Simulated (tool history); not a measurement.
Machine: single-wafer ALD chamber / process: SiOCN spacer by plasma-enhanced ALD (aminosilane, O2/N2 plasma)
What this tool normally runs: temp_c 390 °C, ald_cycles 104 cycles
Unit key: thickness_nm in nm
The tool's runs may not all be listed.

run    hour  temp_c  ald_cycles  read-back reference wafer on the same gauge, thickness_nm  thickness_nm
  1       0     390         104                                                      5.995         6.489
  2    58.1     385         111                                                      5.999         6.942
  3   152.8     385         111                                                      5.995         6.913
  4   216.3     390         104                                                      5.998         6.481
  5   256.5     395         104                                                      6.002         6.482
  6   305.7     395         104                                                          6         6.499
  7   345.8     390         104                                                      5.999         6.485
  8   382.3     390         104                                                      5.999         6.513
  9   448.3     386         115                                                      5.999         7.174
 10   510.3     386         115                                                      6.001          7.18
 11   605.2     386         115                                                      5.998         7.202
 12   703.5     390         115                                                      6.003         7.162
 13   807.6     390         115                                                      6.003          7.19
 14   896.7     390         104                                                          6         6.471
 15   981.1     390         104                                                      5.991         6.486
 16  1083.6     390         104                                                      6.008         6.487
 17    1126     390         104                                                      6.006         6.455
 18  1222.8     386         114                                                      6.004         7.112
 19  1297.1     390         104                                                      6.003         6.506
 20  1356.7     390         104                                                      5.997         6.486
 21  1438.6     390          95                                                      5.995         5.939
 22  1535.2     390          87                                                      6.001          5.44
 23  1592.8     385          84                                                          6         5.237
 24  1646.9     390         104                                                          6         6.497
 25    1709     390         104                                                          6         6.509
 26  1780.7     394         116                                                      5.997         7.226
 27  1863.4     390          96                                                      5.994         5.998
 28  1948.8     390         104                                                      5.998         6.491
 29  2036.8     390         104                                                      6.001         6.471
 30    2126     398         118                                                      6.001         7.365
 31  2182.5     382          85                                                      5.999         5.306
 32  2277.9     390          86                                                      6.007         5.383
 33  2330.3     390         104                                                      6.005          6.47
 34  2394.7     404         121                                                      6.001         7.422

Not shown: 2 entries that the log had between the listed runs. Between which runs, and how does the tool's hidden state differ before and after?
In the gap between runs 14 and 15: thermocouple changed; heater temperature recalibrated (hour 979)
  no difference in the tool's unlogged condition between these two runs
In the gap between runs 27 and 28: gauge calibrated (hour 1887.4)
  no difference in the tool's unlogged condition between these two runs
